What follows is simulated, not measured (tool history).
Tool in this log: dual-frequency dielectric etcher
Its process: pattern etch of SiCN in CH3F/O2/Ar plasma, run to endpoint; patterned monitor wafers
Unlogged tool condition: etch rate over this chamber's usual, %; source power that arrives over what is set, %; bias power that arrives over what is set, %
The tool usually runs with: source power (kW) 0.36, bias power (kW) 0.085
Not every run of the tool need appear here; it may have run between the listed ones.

| run | day | source power (kW) | bias power (kW) | wafers since the last listed run | hours since the last wet clean | hours since the last source power generator calibration | hours since the last bias power generator calibration | hours since the last upper electrode change | incoming incoming film thickness, nm | endpoint time (s) |
|---|---|---|---|---|---|---|---|---|---|---|
| 1 | 0 | 0.3 | 0.085 | 0 | 42.6 | 3057.9 | 4793.2 | 3396.9 | 11.67 | 30.4 |
| 2 | 1.646 | 0.3 | 0.085 | 641 | 82.1 | 3097.4 | 4832.7 | 3436.4 | 11.61 | 29.9 |
| 3 | 6.629 | 0.3 | 0.085 | 1942 | 201.7 | 3217 | 4952.3 | 3556 | 11.52 | 29.4 |
| 4 | 8.204 | 0.34 | 0.072 | 614 | 239.5 | 3254.8 | 4990.1 | 3593.8 | 11.52 | 29.5 |
| 5 | 11.058 | 0.34 | 0.072 | 1112 | 308 | 3323.3 | 5058.6 | 3662.3 | 11.49 | 29.2 |
| 6 | 12.533 | 0.36 | 0.085 | 575 | 343.4 | 3358.7 | 5094 | 3697.7 | 11.62 | 27.7 |
|  | 13.396 | source power generator calibrated |
|  | 13.758 | bias power generator calibrated |
| 7 | 14.746 | 0.36 | 0.085 | 732 | 396.5 | 32.4 | 23.7 | 3750.8 | 11.67 | 27.2 |
|  | 16.088 | upper electrode replaced |
|  | 17.146 | wet clean of the chamber |
| 8 | 17.167 | 0.36 | 0.085 | 164 | 0.5 | 90.5 | 81.8 | 25.9 | 11.59 | 28.4 |
| 9 | 19.354 | 0.36 | 0.085 | 852 | 53 | 143 | 134.3 | 78.4 | 11.48 | 28.1 |
| 10 | 21.25 | 0.33 | 0.085 | 739 | 98.5 | 188.5 | 179.8 | 123.9 | 11.59 | 28.9 |
| 11 | 23.275 | 0.39 | 0.085 | 789 | 147.1 | 237.1 | 228.4 | 172.5 | 11.46 | 26.9 |
| 12 | 25.35 | 0.29 | 0.076 | 808 | 196.9 | 286.9 | 278.2 | 222.3 | 11.61 | 31 |
| 13 | 27.85 | 0.42 | 0.092 | 974 | 256.9 | 346.9 | 338.2 | 282.3 | 11.57 | 25.8 |
| 14 | 29.779 | 0.36 | 0.085 | 752 | 303.2 | 393.2 | 384.5 | 328.6 | 11.62 | 28 |
| 15 | 31.279 | 0.4 | 0.078 | 584 | 339.2 | 429.2 | 420.5 | 364.6 | 11.7 | 27.6 |
| 16 | 33.846 | 0.28 | 0.068 | 1000 | 400.8 | 490.8 | 482.1 | 426.2 | 11.71 | 32.2 |

What if the next run were any one of these 5? Each begins from the tool's condition after run 16:
| A | 33.862 | 0.36 | 0.095 | 6 | 401.2 | 491.2 | 482.5 | 426.6 | 11.49 | ? |
| B | 33.862 | 0.28 | 0.076 | 6 | 401.2 | 491.2 | 482.5 | 426.6 | 11.49 | ? |
| C | 33.862 | 0.29 | 0.085 | 6 | 401.2 | 491.2 | 482.5 | 426.6 | 11.49 | ? |
| D | 33.862 | 0.33 | 0.103 | 6 | 401.2 | 491.2 | 482.5 | 426.6 | 11.49 | ? |
| E | 33.862 | 0.36 | 0.103 | 6 | 401.2 | 491.2 | 482.5 | 426.6 | 11.49 | ? |

| run | endpoint time (s) |
|---|---|
| A | 26.4 |
| B | 30.7 |
| C | 29.3 |
| D | 26.5 |
| E | 25.8 |
With no hidden state in the tool, these same runs would have given:
| run | endpoint time (s) |
|---|---|
| A | 27.4 |
| B | 31.8 |
| C | 30.5 |
| D | 27.5 |
| E | 26.7 |

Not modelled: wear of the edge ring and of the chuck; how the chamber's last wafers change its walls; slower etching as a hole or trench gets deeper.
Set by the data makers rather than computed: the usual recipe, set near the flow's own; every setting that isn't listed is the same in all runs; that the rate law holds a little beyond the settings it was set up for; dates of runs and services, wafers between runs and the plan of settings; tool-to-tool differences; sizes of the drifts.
